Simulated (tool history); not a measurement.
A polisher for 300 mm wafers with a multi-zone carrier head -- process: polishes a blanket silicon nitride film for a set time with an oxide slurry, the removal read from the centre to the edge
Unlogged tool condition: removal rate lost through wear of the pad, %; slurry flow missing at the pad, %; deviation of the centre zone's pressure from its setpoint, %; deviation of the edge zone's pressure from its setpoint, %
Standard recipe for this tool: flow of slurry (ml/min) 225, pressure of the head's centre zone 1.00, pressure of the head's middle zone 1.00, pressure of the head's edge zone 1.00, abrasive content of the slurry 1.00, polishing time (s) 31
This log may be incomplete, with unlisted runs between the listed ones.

run    hour  flow of slurry (ml/min)  pressure of the head's centre zone  pressure of the head's middle zone  pressure of the head's edge zone  abrasive content of the slurry  polishing time (s)  wafers since the last listed run  wafers polished on this pad  hours since the slurry nozzle was cleaned  hours since the centre zone pressure was calibrated  hours since the edge zone pressure was calibrated  hours since the carrier head's membrane was replaced  incoming thickness of the incoming film, nm  film removed at the wafer's centre (nm)  film removed at mid-radius (nm)  film removed at the wafer's edge (nm)
  1     0.0                      225                                1.00                                1.00                              1.00                            1.00                  31                                 0                         4346                                       98.6                                               1002.6                                               19.6                                                1014.2                                        337.3                                     22.3                             22.6                                   21.5
       52.4  -- carrier head's membrane replaced by a new one
  2    67.6                      200                                1.00                                1.04                              0.91                            1.00                  42                               553                         4900                                      166.2                                               1070.2                                               87.2                                                  15.2                                        347.2                                     29.7                             30.4                                   28.3
  3   114.3                      225                                1.00                                1.09                              1.00                            1.00                  31                               412                         5313                                      212.9                                               1116.9                                              133.9                                                  61.9                                        337.3                                     22.2                             23.8                                   21.6
  4   168.7                      225                                0.95                                1.00                              1.00                            1.10                  31                               480                         5793                                      267.3                                               1171.3                                              188.3                                                 116.3                                        338.9                                     21.7                             23.2                                   22.5
  5   258.0                      225                                1.00                                1.00                              1.00                            1.00                  31                               789                         6583                                      356.6                                               1260.6                                              277.6                                                 205.6                                        335.1                                     21.8                             21.8                                   21.0
      267.4  -- worn pad replaced by a new one
      357.8  -- centre zone pressure recalibrated
  6   358.3                      225                                1.00                                1.00                              1.00                            1.00                  31                               833                          786                                      456.9                                                  0.5                                              377.9                                                 305.9                                        341.1                                     22.0                             22.6                                   21.5
  7   509.8                      195                                0.95                                1.00                              1.10                            1.00                  31                              1339                         2125                                      608.4                                                152.0                                              529.4                                                 457.4                                        343.1                                     19.8                             21.2                                   22.4
  8   615.4                      225                                1.00                                1.00                              1.00                            1.25                  31                               933                         3058                                      714.0                                                257.6                                              635.0                                                 563.0                                        340.7                                     23.1                             23.3                                   22.8
      680.2  -- edge zone pressure recalibrated
  9   717.0                      225                                1.00                                1.00                              1.00                            1.00                  31                               880                         3939                                      815.6                                                359.2                                               36.8                                                 664.6                                        333.9                                     20.6                             21.1                                   21.0
      743.9  -- slurry nozzle cleaned
 10   818.3                      175                                1.00                                1.00                              1.00                            1.00                  41                               886                         4826                                       74.4                                                460.5                                              138.1                                                 765.9                                        338.5                                     29.1                             29.0                                   27.6
 11   856.4                      225                                1.00                                1.00                              1.00                            1.00                  31                               336                         5162                                      112.5                                                498.6                                              176.2                                                 804.0                                        334.8                                     22.6                             22.8                                   22.2
 12   929.7                      270                                0.88                                1.07                              1.00                            1.00                  27                               648                         5810                                      185.8                                                571.9                                              249.5                                                 877.3                                        342.3                                     18.0                             21.3                                   19.5
      986.4  -- worn pad replaced by a new one
 13  1012.1                      225                                1.12                                0.94                              1.00                            1.20                  27                               693                          227                                      268.2                                                654.3                                              331.9                                                 959.7                                        337.0                                     23.9                             20.9                                   20.5
     1018.6  -- carrier head's membrane replaced by a new one
 14  1083.5                      225                                0.95                                1.00                              1.04                            1.00                  31                               587                          814                                      339.6                                                725.7                                              403.3                                                  64.9                                        334.7                                     21.7                             23.1                                   22.7
 15  1147.4                      225                                1.00                                1.00                              1.00                            0.90                  31                               564                         1379                                      403.5                                                789.6                                              467.2                                                 128.8                                        345.5                                     21.5                             21.9                                   21.1
 16  1242.0                      225                                1.00                                1.00                              1.00                            1.00                  31                               836                         2215                                      498.1                                                884.2                                              561.8                                                 223.4                                        339.4                                     22.3                             22.9                                   21.9
 17  1333.0                      225                                1.00                                1.00                              1.00                            1.00                  31                               804                         3020                                      589.1                                                975.2                                              652.8                                                 314.4                                        338.7                                     22.1                             22.2                                   21.9
 18  1413.3                      225                                1.00                                1.00                              1.00                            1.00                  31                               709                         3730                                      669.4                                               1055.5                                              733.1                                                 394.7                                        344.6                                     22.0                             22.2                                   21.4
     1489.2  -- edge zone pressure recalibrated
 19  1489.7                      225                                1.00                                1.00                              1.00                            1.00                  31                               657                         4387                                      745.8                                               1131.9                                                0.5                                                 471.1                                        339.1                                     21.6                             21.6                                   21.2
     1520.5  -- slurry nozzle cleaned
 20  1568.2                      170                                0.90                                1.00                              1.00                            1.00                  31                               685                         5072                                       47.7                                               1210.4                                               79.0                                                 549.6                                        337.4                                     20.0                             22.4                                   21.9
 21  1609.7                      225                                1.11                                1.00                              1.10                            1.00                  31                               366                         5439                                       89.2                                               1251.9                                              120.5                                                 591.1                                        344.4                                     25.0                             23.3                                   22.9
     1641.8  -- centre zone pressure recalibrated
 22  1667.6                      225                                1.00                                1.00                              1.00                            1.00                  31                               494                         5933                                      147.1                                                 25.8                                              178.4                                                 649.0                                        340.6                                     22.8                             22.9                                   22.5

Alternative continuations, all from the tool just after run 22; predict every row:
  A  1668.0                      225                                1.00                                1.00                              1.00                            1.00                  28                                 3                         5937                                      147.5                                                 26.2                                              178.8                                                 649.4                                        338.3                                        ?                                ?                                      ?
  B  1668.0                      270                                1.00                                1.00                              1.09                            1.00                  31                                 3                         5937                                      147.5                                                 26.2                                              178.8                                                 649.4                                        338.3                                        ?                                ?                                      ?
  C  1668.0                      225                                1.00                                1.05                              0.89                            0.70                  31                                 3                         5937                                      147.5                                                 26.2                                              178.8                                                 649.4                                        338.3                                        ?                                ?                                      ?

run  film removed at the wafer's centre (nm)  film removed at mid-radius (nm)  film removed at the wafer's edge (nm)
  A                                     20.4                             20.9                                   20.6
  B                                     23.1                             23.6                                   23.9
  C                                     19.4                             20.4                                   18.8
Without the tool's unlogged condition, the same runs would have read:
run  film removed at the wafer's centre (nm)  film removed at mid-radius (nm)  film removed at the wafer's edge (nm)
  A                                     21.2                             21.7                                   21.3
  B                                     24.0                             24.5                                   24.7
  C                                     20.2                             21.3                                   19.5
